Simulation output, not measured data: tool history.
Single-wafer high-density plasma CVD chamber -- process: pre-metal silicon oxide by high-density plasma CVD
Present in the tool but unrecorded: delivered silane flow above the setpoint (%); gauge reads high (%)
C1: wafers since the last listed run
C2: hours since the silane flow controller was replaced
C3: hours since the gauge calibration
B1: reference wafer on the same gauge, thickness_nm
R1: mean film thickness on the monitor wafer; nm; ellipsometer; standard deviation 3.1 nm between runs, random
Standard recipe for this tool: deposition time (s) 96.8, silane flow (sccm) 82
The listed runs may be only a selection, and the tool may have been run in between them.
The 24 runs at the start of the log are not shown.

Run 25, hour 1076.1: usual settings but silane flow (sccm) 88; C1 1494; C2 259.9; C3 1617; B1 896.019. Result: R1 876.189 nm.
At hour 1120.7: gauge calibrated.
Run 26, hour 1138.4: usual settings but deposition time (s) 107.2, silane flow (sccm) 91; C1 1343; C2 322.2; C3 17.7; B1 895.851. Result: R1 989.64 nm.
Run 27, hour 1176.1: usual settings but deposition time (s) 84.8; C1 813; C2 359.9; C3 55.4; B1 895.992. Result: R1 737.035 nm.
Run 28, hour 1233: usual settings but deposition time (s) 86, silane flow (sccm) 91; C1 1227; C2 416.8; C3 112.3; B1 895.237. Result: R1 797.112 nm.
Run 29, hour 1288.4: usual settings but deposition time (s) 115.9, silane flow (sccm) 88; C1 1194; C2 472.2; C3 167.7; B1 896.787. Result: R1 1043.759 nm.
Run 30, hour 1353.4: usual settings but deposition time (s) 86.4, silane flow (sccm) 78; C1 1401; C2 537.2; C3 232.7; B1 896.673. Result: R1 735.099 nm.
Run 31, hour 1378.6: usual settings but deposition time (s) 85.3, silane flow (sccm) 71; C1 543; C2 562.4; C3 257.9; B1 895.448. Result: R1 689.954 nm.
Run 32, hour 1438.4: usual settings; C1 1289; C2 622.2; C3 317.7; B1 896.331. Result: R1 842.316 nm.
Run 33, hour 1627.6: usual settings but deposition time (s) 113.7, silane flow (sccm) 66; C1 4080; C2 811.4; C3 506.9; B1 895.753. Result: R1 886.851 nm.
Run 34, hour 1688.8: usual settings but silane flow (sccm) 89; C1 1319; C2 872.6; C3 568.1; B1 895.661. Result: R1 894.041 nm.
Run 35, hour 1759: usual settings but silane flow (sccm) 95; C1 1513; C2 942.8; C3 638.3; B1 896.131. Result: R1 918.817 nm.
Run 36, hour 1802: usual settings; C1 927; C2 985.8; C3 681.3; B1 895.661. Result: R1 852.75 nm.
Run 37, hour 1848.4: usual settings but deposition time (s) 80.1; C1 1000; C2 1032.2; C3 727.7; B1 895.494. Result: R1 706.509 nm.
Run 38, hour 1889.6: usual settings; C1 888; C2 1073.4; C3 768.9; B1 896.494. Result: R1 848.926 nm.
Run 39, hour 1933.1: usual settings but silane flow (sccm) 71; C1 938; C2 1116.9; C3 812.4; B1 895.259. Result: R1 791.782 nm.
Run 40, hour 1979.4: usual settings but deposition time (s) 80.9, silane flow (sccm) 97; C1 998; C2 1163.2; C3 858.7; B1 895.744. Result: R1 780.302 nm.
Run 41, hour 2025.9: usual settings; C1 1002; C2 1209.7; C3 905.2; B1 896.068. Result: R1 854.997 nm.
Run 42, hour 2070.1: usual settings; C1 953; C2 1253.9; C3 949.4; B1 896.061. Result: R1 854.564 nm.
Run 43, hour 2101.2: usual settings but deposition time (s) 80.7, silane flow (sccm) 90; C1 670; C2 1285; C3 980.5; B1 895.961. Result: R1 753.533 nm.
Run 44, hour 2161.3: usual settings but deposition time (s) 87.9, silane flow (sccm) 87; C1 1296; C2 1345.1; C3 1040.6; B1 896.031. Result: R1 802.452 nm.
Run 45, hour 2185.4: usual settings but deposition time (s) 106.6, silane flow (sccm) 66; C1 519; C2 1369.2; C3 1064.7; B1 896.435. Result: R1 835.661 nm.
Run 46, hour 2210.3: usual settings but deposition time (s) 111.4, silane flow (sccm) 76; C1 536; C2 1394.1; C3 1089.6; B1 896.066. Result: R1 944.167 nm.
Run 47, hour 2281.7: usual settings but deposition time (s) 82.5, silane flow (sccm) 71; C1 1539; C2 1465.5; C3 1161; B1 895.989. Result: R1 674.416 nm.

Below are 3 alternative next runs, each starting from the tool's condition after run 47. Predict each:
Run A, hour 2282.1: usual settings; C1 8; C2 1465.9; C3 1161.4; B1 ?. Result: R1 ?.
Run B, hour 2282.1: usual settings but deposition time (s) 84.6, silane flow (sccm) 95; C1 8; C2 1465.9; C3 1161.4; B1 ?. Result: R1 ?.
Run C, hour 2282.1: usual settings but deposition time (s) 102.9, silane flow (sccm) 89; C1 8; C2 1465.9; C3 1161.4; B1 ?. Result: R1 ?.

run       B1       R1
  A  896.417  850.267
  B  896.417  806.619
  C  896.417  945.445
Without the tool's hidden state the same runs would have given:
run       R1
  A  831.044
  B  788.383
  C   924.07

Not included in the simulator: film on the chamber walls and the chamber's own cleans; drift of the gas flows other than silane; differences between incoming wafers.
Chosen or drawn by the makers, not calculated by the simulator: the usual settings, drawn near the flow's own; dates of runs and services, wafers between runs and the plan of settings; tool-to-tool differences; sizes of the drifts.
